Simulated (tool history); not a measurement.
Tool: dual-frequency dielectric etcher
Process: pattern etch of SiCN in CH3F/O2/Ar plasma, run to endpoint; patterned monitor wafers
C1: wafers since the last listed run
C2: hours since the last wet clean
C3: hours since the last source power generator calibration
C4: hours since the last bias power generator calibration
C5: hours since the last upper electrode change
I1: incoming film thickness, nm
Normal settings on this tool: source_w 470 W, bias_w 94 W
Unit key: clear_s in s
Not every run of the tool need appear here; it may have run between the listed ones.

{"run": 1, "hour": 0.0, "source_w": 470, "bias_w": 94, "C1": 0, "C2": 215.1, "C3": 2256.5, "C4": 935.8, "C5": 1797.6, "I1": 6.78, "clear_s": 15.5}
{"run": 2, "hour": 69.3, "source_w": 470, "bias_w": 94, "C1": 1131, "C2": 284.4, "C3": 2325.8, "C4": 1005.1, "C5": 1866.9, "I1": 6.81, "clear_s": 15.6}
{"run": 3, "hour": 119.7, "source_w": 470, "bias_w": 94, "C1": 822, "C2": 334.8, "C3": 2376.2, "C4": 1055.5, "C5": 1917.3, "I1": 6.84, "clear_s": 15.6}
{"run": 4, "hour": 155.0, "source_w": 380, "bias_w": 106, "C1": 576, "C2": 370.1, "C3": 2411.5, "C4": 1090.8, "C5": 1952.6, "I1": 6.81, "clear_s": 16.4}
{"run": 5, "hour": 182.8, "source_w": 380, "bias_w": 106, "C1": 453, "C2": 397.9, "C3": 2439.3, "C4": 1118.6, "C5": 1980.4, "I1": 6.94, "clear_s": 16.7}
{"hour": 265.6, "done": "wet clean of the chamber"}
{"run": 6, "hour": 266.1, "source_w": 380, "bias_w": 106, "C1": 967, "C2": 0.5, "C3": 2522.6, "C4": 1201.9, "C5": 2063.7, "I1": 6.81, "clear_s": 16.6}
{"run": 7, "hour": 316.6, "source_w": 470, "bias_w": 94, "C1": 824, "C2": 51, "C3": 2573.1, "C4": 1252.4, "C5": 2114.2, "I1": 6.8, "clear_s": 15.6}
{"run": 8, "hour": 377.8, "source_w": 470, "bias_w": 94, "C1": 998, "C2": 112.2, "C3": 2634.3, "C4": 1313.6, "C5": 2175.4, "I1": 6.86, "clear_s": 15.8}
{"run": 9, "hour": 418.9, "source_w": 470, "bias_w": 94, "C1": 670, "C2": 153.3, "C3": 2675.4, "C4": 1354.7, "C5": 2216.5, "I1": 6.82, "clear_s": 15.6}
{"run": 10, "hour": 449.9, "source_w": 470, "bias_w": 94, "C1": 506, "C2": 184.3, "C3": 2706.4, "C4": 1385.7, "C5": 2247.5, "I1": 6.74, "clear_s": 15.4}
{"run": 11, "hour": 486.7, "source_w": 470, "bias_w": 94, "C1": 600, "C2": 221.1, "C3": 2743.2, "C4": 1422.5, "C5": 2284.3, "I1": 6.77, "clear_s": 15.5}
{"run": 12, "hour": 518.4, "source_w": 470, "bias_w": 94, "C1": 517, "C2": 252.8, "C3": 2774.9, "C4": 1454.2, "C5": 2316, "I1": 6.85, "clear_s": 15.7}
{"run": 13, "hour": 561.5, "source_w": 470, "bias_w": 94, "C1": 703, "C2": 295.9, "C3": 2818, "C4": 1497.3, "C5": 2359.1, "I1": 6.76, "clear_s": 15.5}
{"run": 14, "hour": 612.6, "source_w": 470, "bias_w": 94, "C1": 834, "C2": 347, "C3": 2869.1, "C4": 1548.4, "C5": 2410.2, "I1": 6.78, "clear_s": 15.6}
{"hour": 666.7, "done": "bias power generator calibrated"}
{"run": 15, "hour": 668.0, "source_w": 470, "bias_w": 94, "C1": 839, "C2": 402.4, "C3": 2924.5, "C4": 1.3, "C5": 2465.6, "I1": 6.82, "clear_s": 15.2}
{"hour": 764.2, "done": "wet clean of the chamber"}
{"run": 16, "hour": 861.3, "source_w": 430, "bias_w": 94, "C1": 2763, "C2": 97.1, "C3": 3117.8, "C4": 194.6, "C5": 2658.9, "I1": 6.79, "clear_s": 15.7}
{"run": 17, "hour": 912.5, "source_w": 470, "bias_w": 94, "C1": 835, "C2": 148.3, "C3": 3169, "C4": 245.8, "C5": 2710.1, "I1": 6.8, "clear_s": 15.1}
{"run": 18, "hour": 961.5, "source_w": 470, "bias_w": 94, "C1": 799, "C2": 197.3, "C3": 3218, "C4": 294.8, "C5": 2759.1, "I1": 6.88, "clear_s": 15.3}
{"hour": 968.9, "done": "bias power generator calibrated, repeated, since the last time left the tool worse"}
{"run": 19, "hour": 1005.7, "source_w": 580, "bias_w": 115, "C1": 656, "C2": 241.5, "C3": 3262.2, "C4": 36.8, "C5": 2803.3, "I1": 6.8, "clear_s": 13.5}
{"run": 20, "hour": 1060.6, "source_w": 380, "bias_w": 72, "C1": 896, "C2": 296.4, "C3": 3317.1, "C4": 91.7, "C5": 2858.2, "I1": 6.74, "clear_s": 17.9}
{"run": 21, "hour": 1086.7, "source_w": 470, "bias_w": 94, "C1": 426, "C2": 322.5, "C3": 3343.2, "C4": 117.8, "C5": 2884.3, "I1": 6.87, "clear_s": 15.6}
{"hour": 1113.7, "done": "upper electrode replaced"}
{"run": 22, "hour": 1258.2, "source_w": 470, "bias_w": 94, "C1": 2407, "C2": 494, "C3": 3514.7, "C4": 289.3, "C5": 144.5, "I1": 6.82, "clear_s": 15.3}
{"run": 23, "hour": 1307.1, "source_w": 360, "bias_w": 71, "C1": 798, "C2": 542.9, "C3": 3563.6, "C4": 338.2, "C5": 193.4, "I1": 6.8, "clear_s": 18.7}
{"hour": 1349.4, "done": "source power generator calibrated"}
{"hour": 1369.7, "done": "wet clean of the chamber"}
{"run": 24, "hour": 1370.2, "source_w": 470, "bias_w": 103, "C1": 632, "C2": 0.5, "C3": 20.8, "C4": 401.3, "C5": 256.5, "I1": 6.77, "clear_s": 15}
{"run": 25, "hour": 1405.3, "source_w": 470, "bias_w": 94, "C1": 572, "C2": 35.6, "C3": 55.9, "C4": 436.4, "C5": 291.6, "I1": 6.76, "clear_s": 15.3}
{"run": 26, "hour": 1449.1, "source_w": 580, "bias_w": 114, "C1": 714, "C2": 79.4, "C3": 99.7, "C4": 480.2, "C5": 335.4, "I1": 6.79, "clear_s": 13.4}
{"run": 27, "hour": 1531.3, "source_w": 470, "bias_w": 94, "C1": 1341, "C2": 161.6, "C3": 181.9, "C4": 562.4, "C5": 417.6, "I1": 6.76, "clear_s": 15.4}
{"run": 28, "hour": 1559.8, "source_w": 470, "bias_w": 113, "C1": 465, "C2": 190.1, "C3": 210.4, "C4": 590.9, "C5": 446.1, "I1": 6.83, "clear_s": 14.8}
{"run": 29, "hour": 1585.4, "source_w": 560, "bias_w": 85, "C1": 417, "C2": 215.7, "C3": 236, "C4": 616.5, "C5": 471.7, "I1": 6.9, "clear_s": 15.1}
{"run": 30, "hour": 1652.5, "source_w": 410, "bias_w": 76, "C1": 1095, "C2": 282.8, "C3": 303.1, "C4": 683.6, "C5": 538.8, "I1": 6.81, "clear_s": 17.3}
{"run": 31, "hour": 1699.2, "source_w": 530, "bias_w": 110, "C1": 762, "C2": 329.5, "C3": 349.8, "C4": 730.3, "C5": 585.5, "I1": 6.82, "clear_s": 14.3}
{"run": 32, "hour": 1736.3, "source_w": 470, "bias_w": 94, "C1": 605, "C2": 366.6, "C3": 386.9, "C4": 767.4, "C5": 622.6, "I1": 6.84, "clear_s": 15.6}
{"run": 33, "hour": 1765.9, "source_w": 440, "bias_w": 94, "C1": 483, "C2": 396.2, "C3": 416.5, "C4": 797, "C5": 652.2, "I1": 6.85, "clear_s": 16.1}
{"run": 34, "hour": 1798.9, "source_w": 390, "bias_w": 105, "C1": 538, "C2": 429.2, "C3": 449.5, "C4": 830, "C5": 685.2, "I1": 6.81, "clear_s": 16.3}
{"run": 35, "hour": 1867.5, "source_w": 560, "bias_w": 118, "C1": 1119, "C2": 497.8, "C3": 518.1, "C4": 898.6, "C5": 753.8, "I1": 6.78, "clear_s": 13.5}
{"hour": 1916.2, "done": "wet clean of the chamber"}
{"run": 36, "hour": 1916.7, "source_w": 500, "bias_w": 100, "C1": 411, "C2": 0.5, "C3": 567.3, "C4": 947.8, "C5": 803, "I1": 6.76, "clear_s": 14.8}

Describe how what the log doesn't record of the tool's condition differs between the last listed run preceding each entry between runs and the first listed run following it.
Run 5 -> run 6: wet clean of the chamber (hour 265.6)
  bias power that arrives over what is set, %: -3.36 -> -3.43
Run 14 -> run 15: bias power generator calibrated (hour 666.7)
  bias power that arrives over what is set, %: -3.61 -> 6.57
Run 15 -> run 16: wet clean of the chamber (hour 764.2)
  bias power that arrives over what is set, %: 6.57 -> 5.42
Run 18 -> run 19: bias power generator calibrated, repeated, since the last time left the tool worse (hour 968.9)
  bias power that arrives over what is set, %: 4.97 -> 0.0161
Run 21 -> run 22: upper electrode replaced (hour 1113.7)
  bias power that arrives over what is set, %: -0.484 -> -1.32
Run 23 -> run 24: source power generator calibrated (hour 1349.4); wet clean of the chamber (hour 1369.7)
  bias power that arrives over what is set, %: -1.52 -> -1.74
Run 35 -> run 36: wet clean of the chamber (hour 1916.2)
  bias power that arrives over what is set, %: -2.82 -> -2.88
